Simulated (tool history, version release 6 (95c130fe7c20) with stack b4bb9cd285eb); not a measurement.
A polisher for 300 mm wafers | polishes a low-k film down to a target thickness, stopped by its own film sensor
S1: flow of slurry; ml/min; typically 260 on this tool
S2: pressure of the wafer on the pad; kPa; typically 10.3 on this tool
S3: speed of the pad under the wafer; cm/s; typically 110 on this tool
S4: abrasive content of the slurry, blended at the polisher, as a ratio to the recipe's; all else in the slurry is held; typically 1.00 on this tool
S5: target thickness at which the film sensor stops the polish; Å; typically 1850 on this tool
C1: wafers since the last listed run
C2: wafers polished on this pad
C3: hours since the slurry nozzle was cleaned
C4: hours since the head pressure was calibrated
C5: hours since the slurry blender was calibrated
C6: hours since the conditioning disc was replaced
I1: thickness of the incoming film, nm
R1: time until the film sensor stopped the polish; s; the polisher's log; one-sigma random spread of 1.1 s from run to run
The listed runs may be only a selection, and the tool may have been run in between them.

| run | day | S1 | S2 | S3 | S4 | S5 | C1 | C2 | C3 | C4 | C5 | C6 | I1 | R1 |
|---|---|---|---|---|---|---|---|---|---|---|---|---|---|---|
| 1 | 0.000 | 260 | 10.3 | 110 | 1.00 | 1850 | 0 | 418 | 204.7 | 674.6 | 28.9 | 206.6 | 210.8 | 88.2 |
| 2 | 0.317 | 260 | 10.3 | 110 | 1.00 | 1850 | 88 | 507 | 212.3 | 682.2 | 36.5 | 214.2 | 206.7 | 72.6 |
| 3 | 0.900 | 260 | 10.3 | 110 | 1.00 | 1850 | 163 | 670 | 226.3 | 696.2 | 50.5 | 228.2 | 209.7 | 81.9 |
|  | 2.317 | worn pad replaced by a new one |
|  | 2.596 | slurry blender recalibrated |
| 4 | 2.992 | 260 | 10.3 | 110 | 0.85 | 1820 | 516 | 165 | 276.5 | 746.4 | 9.5 | 278.4 | 209.8 | 97.4 |
| 5 | 3.442 | 260 | 10.3 | 110 | 0.85 | 1820 | 126 | 291 | 287.3 | 757.2 | 20.3 | 289.2 | 211.3 | 103.5 |
| 6 | 3.738 | 295 | 10.3 | 110 | 1.00 | 1850 | 82 | 374 | 294.4 | 764.3 | 27.4 | 296.3 | 207.2 | 73.0 |
|  | 3.933 | slurry nozzle cleaned |
| 7 | 5.688 | 295 | 10.3 | 110 | 1.00 | 1850 | 534 | 909 | 42.1 | 811.1 | 74.2 | 343.1 | 211.5 | 91.2 |
|  | 5.875 | worn pad replaced by a new one |
| 8 | 6.350 | 260 | 10.3 | 110 | 1.00 | 1850 | 138 | 133 | 58.0 | 827.0 | 90.1 | 359.0 | 210.6 | 85.0 |
| 9 | 6.804 | 205 | 10.3 | 110 | 1.00 | 1850 | 127 | 260 | 68.9 | 837.9 | 101.0 | 369.9 | 208.8 | 81.4 |
|  | 6.912 | slurry blender recalibrated |
| 10 | 7.400 | 205 | 10.3 | 110 | 1.00 | 1850 | 143 | 404 | 83.2 | 852.2 | 11.7 | 384.2 | 210.3 | 89.1 |
| 11 | 7.971 | 305 | 12.4 | 110 | 1.30 | 1800 | 159 | 564 | 96.9 | 865.9 | 25.4 | 397.9 | 211.3 | 82.6 |
| 12 | 8.454 | 330 | 6.9 | 110 | 0.70 | 1870 | 135 | 699 | 108.5 | 877.5 | 37.0 | 409.5 | 210.7 | 123.0 |
| 13 | 8.738 | 260 | 10.3 | 110 | 1.10 | 1850 | 79 | 779 | 115.3 | 884.3 | 43.8 | 416.3 | 212.5 | 91.1 |
| 14 | 9.171 | 260 | 10.3 | 110 | 1.00 | 1850 | 121 | 900 | 125.7 | 894.7 | 54.2 | 426.7 | 210.4 | 88.5 |
| 15 | 9.429 | 260 | 10.3 | 110 | 1.00 | 1850 | 72 | 973 | 131.9 | 900.9 | 60.4 | 432.9 | 214.2 | 99.8 |
|  | 10.154 | head pressure recalibrated |
|  | 10.321 | worn pad replaced by a new one |
| 16 | 10.342 | 320 | 6.9 | 110 | 0.80 | 1930 | 185 | 5 | 153.8 | 4.5 | 82.3 | 454.8 | 206.2 | 63.3 |
| 17 | 10.733 | 210 | 10.3 | 110 | 1.00 | 1850 | 109 | 115 | 163.2 | 13.9 | 91.7 | 464.2 | 212.9 | 94.3 |
|  | 11.200 | slurry blender recalibrated |
| 18 | 11.321 | 260 | 13.1 | 88 | 0.80 | 1760 | 141 | 256 | 177.3 | 28.0 | 2.9 | 478.3 | 212.1 | 128.5 |
| 19 | 11.621 | 260 | 13.8 | 144 | 0.85 | 1850 | 84 | 340 | 184.5 | 35.2 | 10.1 | 485.5 | 208.7 | 55.6 |
| 20 | 12.025 | 260 | 10.3 | 110 | 0.90 | 1790 | 113 | 454 | 194.2 | 44.9 | 19.8 | 495.2 | 208.1 | 103.9 |
|  | 12.504 | conditioning disc replaced and pad reconditioned |
| 21 | 12.525 | 260 | 10.3 | 134 | 1.25 | 1850 | 116 | 570 | 206.2 | 56.9 | 31.8 | 0.5 | 208.9 | 63.9 |
| 22 | 13.071 | 260 | 10.3 | 110 | 1.00 | 1850 | 152 | 723 | 219.3 | 70.0 | 44.9 | 13.6 | 209.0 | 83.1 |
|  | 14.567 | worn pad replaced by a new one |
| 23 | 15.058 | 305 | 12.4 | 110 | 1.30 | 1800 | 510 | 137 | 267.0 | 117.7 | 92.6 | 61.3 | 212.0 | 81.4 |
|  | 15.454 | slurry blender recalibrated |
| 24 | 15.700 | 260 | 12.4 | 110 | 1.00 | 1770 | 156 | 293 | 282.4 | 133.1 | 5.9 | 76.7 | 210.4 | 97.6 |
|  | 15.742 | slurry nozzle cleaned |
| 25 | 16.442 | 220 | 10.3 | 140 | 1.00 | 1850 | 196 | 489 | 16.8 | 150.9 | 23.7 | 94.5 | 210.0 | 73.3 |

4 ways to go on from here, each from the tool as it stands after run 25. What would each give?
| A | 16.458 | 260 | 10.3 | 110 | 1.00 | 1850 | 4 | 494 | 17.2 | 151.3 | 24.1 | 94.9 | 207.4 | ? |
| B | 16.458 | 260 | 8.3 | 140 | 1.00 | 1790 | 4 | 494 | 17.2 | 151.3 | 24.1 | 94.9 | 207.4 | ? |
| C | 16.458 | 260 | 10.3 | 110 | 1.20 | 1850 | 4 | 494 | 17.2 | 151.3 | 24.1 | 94.9 | 207.4 | ? |
| D | 16.458 | 260 | 10.3 | 132 | 1.00 | 1930 | 4 | 494 | 17.2 | 151.3 | 24.1 | 94.9 | 207.4 | ? |

| run | R1 |
|---|---|
| A | 75.1 |
| B | 92.7 |
| C | 70.1 |
| D | 42.0 |
What these runs would have given with no unlogged condition in the tool:
| run | R1 |
|---|---|
| A | 73.6 |
| B | 90.9 |
| C | 68.7 |
| D | 41.1 |
